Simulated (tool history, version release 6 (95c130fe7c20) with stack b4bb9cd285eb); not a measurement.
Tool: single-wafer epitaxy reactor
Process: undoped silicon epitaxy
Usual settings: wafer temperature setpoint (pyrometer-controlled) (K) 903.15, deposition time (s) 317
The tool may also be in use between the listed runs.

run	hour	wafer temperature setpoint (pyrometer-controlled) (K)	deposition time (s)	wafers since the last listed run	hours since the last pyrometer calibration	hours since the gauge calibration	read-back reference wafer on the same gauge, thickness_nm	mean film thickness on the monitor wafer (Å)
1	0.0	903.15	317	0	1216.6	288.4	39.525	393.75
2	41.9	903.15	317	223	1258.5	330.3	39.510	396.13
3	149.5	903.15	317	574	1366.1	437.9	39.460	394.11
4	192.0	903.15	317	227	1408.6	480.4	39.482	394.22
5	297.0	903.15	317	560	1513.6	585.4	39.536	396.01
6	342.3	903.15	317	242	1558.9	630.7	39.474	394.42
7	440.8	903.15	277	526	1657.4	729.2	39.534	346.97
8	504.1	903.15	277	338	1720.7	792.5	39.463	346.31
9	584.8	903.15	268	431	1801.4	873.2	39.477	335.24
10	687.1	903.15	317	546	1903.7	975.5	39.470	396.80
11	755.3	903.15	317	364	1971.9	1043.7	39.500	396.44
12	816.6	903.15	317	327	2033.2	1105.0	39.510	394.95
13	867.1	903.15	317	269	2083.7	1155.5	39.485	397.46
14	952.2	909.15	317	454	2168.8	1240.6	39.479	459.81
15	1052.5	889.15	317	535	2269.1	1340.9	39.475	286.57
# hour 1130.6: gauge calibrated
16	1252.1	912.15	299	1066	2468.7	121.5	39.471	463.45
17	1342.4	903.15	317	482	2559.0	211.8	39.565	402.67

Run 18 comes next. What will it give?
# hour 1359.4: pyrometer calibrated
18	1400.3	903.15	317	266	40.9	269.7	?	?

{"run 18": {"read-back reference wafer on the same gauge, thickness_nm": 39.485, "mean film thickness on the monitor wafer (Å)": 391.83}}
Without the tool's hidden state the same run would have given mean film thickness on the monitor wafer (Å) 392.74.
